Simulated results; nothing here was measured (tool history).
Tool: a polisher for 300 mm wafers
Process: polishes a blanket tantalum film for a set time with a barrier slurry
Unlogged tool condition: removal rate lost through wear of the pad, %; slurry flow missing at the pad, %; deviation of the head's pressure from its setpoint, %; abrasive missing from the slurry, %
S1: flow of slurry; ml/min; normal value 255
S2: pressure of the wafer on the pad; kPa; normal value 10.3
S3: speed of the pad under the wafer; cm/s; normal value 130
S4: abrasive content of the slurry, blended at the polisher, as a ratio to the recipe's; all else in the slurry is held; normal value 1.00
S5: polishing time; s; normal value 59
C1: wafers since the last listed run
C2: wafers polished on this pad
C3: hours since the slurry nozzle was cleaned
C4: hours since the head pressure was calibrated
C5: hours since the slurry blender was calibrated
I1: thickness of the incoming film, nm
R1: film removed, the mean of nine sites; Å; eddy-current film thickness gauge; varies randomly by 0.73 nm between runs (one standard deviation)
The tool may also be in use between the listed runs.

Run 1, hour 0.0: usual settings; C1 0; C2 3303; C3 167.1; C4 779.6; C5 195.8; I1 277.1. Result: R1 835 Å.
Run 2, hour 59.6: usual settings; C1 677; C2 3980; C3 226.7; C4 839.2; C5 255.4; I1 278.0. Result: R1 833 Å.
Run 3, hour 145.4: usual settings; C1 974; C2 4955; C3 312.5; C4 925.0; C5 341.2; I1 278.7. Result: R1 809 Å.
At hour 261.8: head pressure recalibrated.
Run 4, hour 339.5: usual settings; C1 2182; C2 7137; C3 506.6; C4 77.7; C5 535.3; I1 281.2. Result: R1 844 Å.
Run 5, hour 384.2: usual settings; C1 507; C2 7645; C3 551.3; C4 122.4; C5 580.0; I1 282.9. Result: R1 856 Å.
At hour 429.2: worn pad replaced by a new one.
Run 6, hour 442.1: usual settings but S2 9.7 kPa, S3 102 cm/s, S4 1.20; C1 612; C2 145; C3 609.2; C4 180.3; C5 637.9; I1 284.7. Result: R1 727 Å.
At hour 516.6: slurry blender recalibrated.
Run 7, hour 523.4: usual settings but S5 79 s; C1 900; C2 1046; C3 690.5; C4 261.6; C5 6.8; I1 281.7. Result: R1 1218 Å.
Run 8, hour 594.0: usual settings; C1 802; C2 1848; C3 761.1; C4 332.2; C5 77.4; I1 281.8. Result: R1 889 Å.
At hour 639.2: slurry nozzle cleaned.
Run 9, hour 649.2: usual settings; C1 615; C2 2464; C3 10.0; C4 387.4; C5 132.6; I1 280.0. Result: R1 873 Å.
Run 10, hour 900.4: usual settings but S1 280 ml/min; C1 2853; C2 5318; C3 261.2; C4 638.6; C5 383.8; I1 276.0. Result: R1 845 Å.
Run 11, hour 968.1: usual settings; C1 769; C2 6087; C3 328.9; C4 706.3; C5 451.5; I1 278.0. Result: R1 827 Å.
Run 12, hour 1045.4: usual settings; C1 878; C2 6965; C3 406.2; C4 783.6; C5 528.8; I1 276.4. Result: R1 794 Å.
Run 13, hour 1096.3: usual settings but S2 12.4 kPa, S3 162 cm/s; C1 578; C2 7544; C3 457.1; C4 834.5; C5 579.7; I1 277.9. Result: R1 1158 Å.
At hour 1098.5: head pressure recalibrated.
At hour 1134.7: worn pad replaced by a new one.
Run 14, hour 1161.9: usual settings but S1 300 ml/min, S3 162 cm/s, S4 1.25; C1 677; C2 308; C3 522.7; C4 63.4; C5 645.3; I1 281.3. Result: R1 1238 Å.
At hour 1175.6: slurry blender recalibrated.
Run 15, hour 1269.5: usual settings; C1 1199; C2 1508; C3 630.3; C4 171.0; C5 93.9; I1 277.4. Result: R1 898 Å.
Run 16, hour 1372.9: usual settings but S2 7.6 kPa, S4 0.70; C1 1174; C2 2682; C3 733.7; C4 274.4; C5 197.3; I1 278.0. Result: R1 609 Å.
At hour 1374.5: slurry nozzle cleaned.
Run 17, hour 1440.9: usual settings but S1 320 ml/min, S4 1.25, S5 80 s; C1 761; C2 3444; C3 66.4; C4 342.4; C5 265.3; I1 285.7. Result: R1 1289 Å.
Run 18, hour 1538.1: usual settings but S1 345 ml/min, S3 84 cm/s, S5 71 s; C1 1104; C2 4548; C3 163.6; C4 439.6; C5 362.5; I1 285.3. Result: R1 705 Å.
Run 19, hour 1640.6: usual settings but S2 12.4 kPa; C1 1164; C2 5712; C3 266.1; C4 542.1; C5 465.0; I1 281.5. Result: R1 970 Å.
Run 20, hour 1687.1: usual settings but S3 98 cm/s, S4 0.80, S5 43 s; C1 528; C2 6241; C3 312.6; C4 588.6; C5 511.5; I1 275.5. Result: R1 435 Å.
Run 21, hour 1787.5: usual settings but S3 114 cm/s; C1 1140; C2 7381; C3 413.0; C4 689.0; C5 611.9; I1 277.2. Result: R1 724 Å.
At hour 1808.1: worn pad replaced by a new one.
Run 22, hour 1893.7: usual settings but S1 180 ml/min, S2 13.1 kPa, S3 94 cm/s; C1 1161; C2 972; C3 519.2; C4 795.2; C5 718.1; I1 277.5. Result: R1 737 Å.
At hour 1917.1: slurry blender recalibrated.
Run 23, hour 1942.1: usual settings but S1 310 ml/min, S2 7.6 kPa, S5 71 s; C1 527; C2 1499; C3 567.6; C4 843.6; C5 25.0; I1 280.9. Result: R1 836 Å.

What will run 24 give?
Run 24, hour 1980.6: usual settings but S2 11.7 kPa, S3 146 cm/s; C1 437; C2 1937; C3 606.1; C4 882.1; C5 63.5; I1 281.0. Result: R1 ?.

{"run 24": {"R1": 1041}}
If the tool had no hidden condition, the same run with the same run-to-run variation would have returned R1 1128 Å.
